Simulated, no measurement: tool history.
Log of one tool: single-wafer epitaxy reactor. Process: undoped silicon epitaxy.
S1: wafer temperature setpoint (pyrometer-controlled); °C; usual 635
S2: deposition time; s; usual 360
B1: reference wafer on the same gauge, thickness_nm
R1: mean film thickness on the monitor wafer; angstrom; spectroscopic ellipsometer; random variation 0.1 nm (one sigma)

run	hour	S1	S2	B1	R1
1	0	635	360	49.297	477.8
2	15.3	635	360	49.28	477.53
3	46	635	360	49.288	480.21
4	64.5	635	360	49.291	479.05
5	92.5	635	360	49.294	477.34
6	127.8	635	360	49.326	475.46
7	149.1	635	360	49.292	478.19
8	162.2	635	360	49.295	479.16
9	218.6	635	360	49.29	477.24
10	245.6	627	360	49.291	388.8
11	267	635	360	49.296	476.6
12	295.8	635	360	49.297	479.22
13	318.4	627	307	49.297	330.54
14	335.4	635	303	49.298	403.02
15	362.4	635	391	49.284	520.03
16	389.7	635	360	49.321	477.38
17	451	640	422	49.302	635.68
18	467.9	635	312	49.286	413.98
19	485.1	635	394	49.291	522.05
20	518.7	624	314	49.292	313.56
21	547.3	640	422	49.297	634.96
22	567.3	635	360	49.329	479.19
23	669.9	635	360	49.292	478.33
24	700.2	635	360	49.313	478.91
25	732.3	635	327	49.294	434.6

Taken out of this log: 2 entries between the listed runs. Where each belongs, and how the hidden state differs across it:
Between runs 11 and 12: gauge calibrated (hour 285.4)
  no hidden state differs between the two runs
Between runs 19 and 20: pyrometer calibrated (hour 510.1)
  no hidden state differs between the two runs
